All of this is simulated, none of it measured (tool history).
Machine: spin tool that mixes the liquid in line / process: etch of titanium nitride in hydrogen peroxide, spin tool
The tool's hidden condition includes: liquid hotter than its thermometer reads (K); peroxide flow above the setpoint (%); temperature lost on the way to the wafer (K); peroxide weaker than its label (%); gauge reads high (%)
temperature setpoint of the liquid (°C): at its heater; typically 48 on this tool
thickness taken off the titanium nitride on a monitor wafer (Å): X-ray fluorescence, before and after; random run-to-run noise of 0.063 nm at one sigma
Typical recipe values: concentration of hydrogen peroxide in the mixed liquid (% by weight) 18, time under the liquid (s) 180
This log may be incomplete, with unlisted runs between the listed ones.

run	hour	temperature setpoint of the liquid (°C)	concentration of hydrogen peroxide in the mixed liquid (% by weight)	time under the liquid (s)	wafers since the last listed run	hours since the thermometer was replaced	hours since the peroxide flow meter was replaced	hours since the heated supply line was repaired	hours since the drum of peroxide was connected	hours since the gauge calibration	read-back film thickness of the titanium nitride reference wafer, read on the same gauge (nm)	thickness taken off the titanium nitride on a monitor wafer (Å)
1	0	48	18	180	0	517.8	556.8	949.9	1028.3	1836.1	50.02	66.2
# hour 83.5: new drum of peroxide connected
2	84	48	18	180	439	601.8	640.8	1033.9	0.5	1920.1	50	65.5
3	165.7	48	21.5	280	432	683.5	722.5	1115.6	82.2	2001.8	49.98	104.3
4	214.2	38.5	15.5	265	256	732	771	1164.1	130.7	2050.3	50.03	45.6
5	308.6	44.5	13.5	135	499	826.4	865.4	1258.5	225.1	2144.7	49.99	35.5
# hour 321.8: heated supply line repaired
# hour 357.6: gauge calibrated
6	392.7	48	18	180	440	910.5	949.5	70.9	309.2	35.1	50.03	69.5
# hour 395.4: peroxide flow meter replaced
7	437.5	48	15.5	180	231	955.3	42.1	115.7	354	79.9	50.07	67.8
8	495	48	18	275	304	1012.8	99.6	173.2	411.5	137.4	49.98	105.8
# hour 543.3: thermometer replaced
9	557.4	48	23	285	325	14.1	162	235.6	473.9	199.8	49.99	115.8
10	663.7	39.5	18	180	562	120.4	268.3	341.9	580.2	306.1	49.93	36.6
11	700.3	48	18	180	193	157	304.9	378.5	616.8	342.7	50	69.3
12	749.3	44.5	20	180	259	206	353.9	427.5	665.8	391.7	50.02	53.5
13	792	48	18	180	226	248.7	396.6	470.2	708.5	434.4	49.95	67.4
14	851.7	55.5	18	180	316	308.4	456.3	529.9	768.2	494.1	49.99	114.7
15	901.8	48	18	180	265	358.5	506.4	580	818.3	544.2	49.98	67.3
16	983.9	53.5	18	180	434	440.6	588.5	662.1	900.4	626.3	49.95	99.2
17	1036.6	52	18	180	279	493.3	641.2	714.8	953.1	679	50.01	89.2
18	1131	48	22.5	180	499	587.7	735.6	809.2	1047.5	773.4	50.03	69.3
# hour 1181.2: new drum of peroxide connected
# hour 1186.5: peroxide flow meter replaced
19	1193.4	48	15	180	319	650.1	6.9	871.6	12.2	835.8	49.97	64.7
20	1237.5	52	15	125	233	694.2	51	915.7	56.3	879.9	50.01	59.1
21	1313	54.5	14	210	399	769.7	126.5	991.2	131.8	955.4	49.95	118
22	1361.4	48	18	180	256	818.1	174.9	1039.6	180.2	1003.8	49.99	66.2
23	1430.5	42	20	95	365	887.2	244	1108.7	249.3	1072.9	50.03	22.6
# hour 1487.9: heated supply line repaired
24	1508.9	54.5	15.5	240	409	965.6	322.4	21	327.7	1151.3	50	142.8

Table of differences, measured result less the result of that run with no hidden state. Run-to-run variation is the same in both. Gauge scatter possibly is not:
run	thickness taken off the titanium nitride on a monitor wafer (Å)
1	-4.6
2	-4.9
3	-8.3
4	-4
5	-3.2
6	-0.7
7	-0.9
8	-1.7
9	-2.2
10	-1
11	-2
12	-1.7
13	-2.3
14	-4.1
15	-2.7
16	-4.4
17	-4.2
18	-3.7
19	-3.7
20	-3.5
21	-7.4
22	-4.6
23	-1.7
24	-3.2

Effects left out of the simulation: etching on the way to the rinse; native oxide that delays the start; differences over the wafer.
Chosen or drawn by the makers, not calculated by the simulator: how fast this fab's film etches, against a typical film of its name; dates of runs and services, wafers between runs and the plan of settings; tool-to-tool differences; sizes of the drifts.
